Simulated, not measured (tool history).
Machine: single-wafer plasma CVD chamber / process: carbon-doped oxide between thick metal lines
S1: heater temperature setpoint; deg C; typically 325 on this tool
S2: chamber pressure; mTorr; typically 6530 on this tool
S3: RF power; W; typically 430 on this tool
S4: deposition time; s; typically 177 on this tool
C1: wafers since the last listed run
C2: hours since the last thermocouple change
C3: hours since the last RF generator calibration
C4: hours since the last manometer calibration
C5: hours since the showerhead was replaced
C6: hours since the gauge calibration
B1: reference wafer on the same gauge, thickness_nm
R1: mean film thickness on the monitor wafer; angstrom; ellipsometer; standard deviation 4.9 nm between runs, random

run     day   S1    S2   S3   S4   C1      C2      C3      C4      C5      C6       B1        R1
  1   0.000  325  6530  455  177    0  1848.4  1653.5  2279.2  6129.5  1170.9  978.869   9736.06
  2   2.700  325  6530  430  177  424  1913.2  1718.3  2344.0  6194.3  1235.7  978.679   9261.69
      3.950  -- gauge calibrated
  3   5.242  325  6530  430  177  399  1974.2  1779.3  2405.0  6255.3    31.0  976.948   9343.05
  4   6.600  325  6530  430  177  213  2006.8  1811.9  2437.6  6287.9    63.6  977.773   9279.97
  5   8.508  314  6530  430  177  300  2052.6  1857.7  2483.4  6333.7   109.4  978.472   9599.72
      8.992  -- RF generator calibrated
  6   9.625  325  6530  430  177  123  2079.4    15.2  2510.2  6360.5   136.2  978.540   9320.81
  7  11.488  331  7710  485  188  292  2124.1    59.9  2554.9  6405.2   180.9  977.789  10662.41
     13.075  -- showerhead replaced
  8  14.071  314  6530  405  177  353  2186.1   121.9  2616.9    23.9   242.9  977.798   9234.04
     16.150  -- thermocouple changed; heater temperature recalibrated
  9  16.596  325  6530  430  177  344    10.7   182.5  2677.5    84.5   303.5  978.116   9247.42
     17.871  -- capacitance manometer re-zeroed and calibrated
 10  18.333  311  5340  430  177  220    52.4   224.2    11.1   126.2   345.2  976.996   9424.81
 11  20.538  325  6530  390  177  346   105.3   277.1    64.0   179.1   398.1  978.111   8657.17
 12  23.342  325  6530  430  177  441   172.6   344.4   131.3   246.4   465.4  978.049   9372.09
 13  25.875  312  6530  430  200  398   233.4   405.2   192.1   307.2   526.2  978.619  10992.68
 14  27.625  325  7540  345  203  275   275.4   447.2   234.1   349.2   568.2  979.030   9122.11
 15  29.842  325  7730  375  177  348   328.6   500.4   287.3   402.4   621.4  977.533   8456.51
 16  31.925  318  7590  460  177  327   378.6   550.4   337.3   452.4   671.4  978.662  10092.10
 17  34.183  325  6530  430  177  355   432.8   604.6   391.5   506.6   725.6  978.016   9384.02
 18  35.250  325  6950  430  177  167   458.4   630.2   417.1   532.2   751.2  978.464   9373.46
 19  37.571  319  5010  430  156  364   514.1   685.9   472.8   587.9   806.9  978.495   8010.43
 20  40.421  332  5490  485  177  448   582.5   754.3   541.2   656.3   875.3  978.255   9528.44
 21  42.433  317  7690  430  193  316   630.8   802.6   589.5   704.6   923.6  978.243  10566.95
 22  43.521  316  5530  430  142  171   656.9   828.7   615.6   730.7   949.7  978.028   7537.22
 23  45.796  325  6530  430  177  357   711.5   883.3   670.2   785.3  1004.3  978.098   9352.38
 24  47.633  319  5600  510  147  288   755.6   927.4   714.3   829.4  1048.4  978.524   8600.25
 25  50.254  320  6530  430  186  412   818.5   990.3   777.2   892.3  1111.3  978.641   9930.35
     53.954  -- gauge calibrated
 26  54.033  325  6530  510  208  594   909.2  1081.0   867.9   983.0     1.9  977.779  12293.02
 27  55.408  325  5690  460  149  216   942.2  1114.0   900.9  1016.0    34.9  978.513   8107.59

5 ways to go on from here, each from the tool as it stands after run 27. What would each give?
  A  55.425  325  7190  430  177   2  942.6  1114.4  901.3  1016.4  35.3   ?   ?
  B  55.425  325  7010  480  177   2  942.6  1114.4  901.3  1016.4  35.3   ?   ?
  C  55.425  311  5780  430  143   2  942.6  1114.4  901.3  1016.4  35.3   ?   ?
  D  55.425  313  5280  430  212   2  942.6  1114.4  901.3  1016.4  35.3   ?   ?
  E  55.425  316  6530  430  177   2  942.6  1114.4  901.3  1016.4  35.3   ?   ?

run       B1        R1
  A  978.051   9381.84
  B  978.051  10099.46
  C  978.051   7729.15
  D  978.051  11185.75
  E  978.051   9563.57
Without the tool's unlogged condition, the same runs would have read:
run        R1
  A   9381.84
  B  10099.46
  C   7729.15
  D  11185.75
  E   9563.57
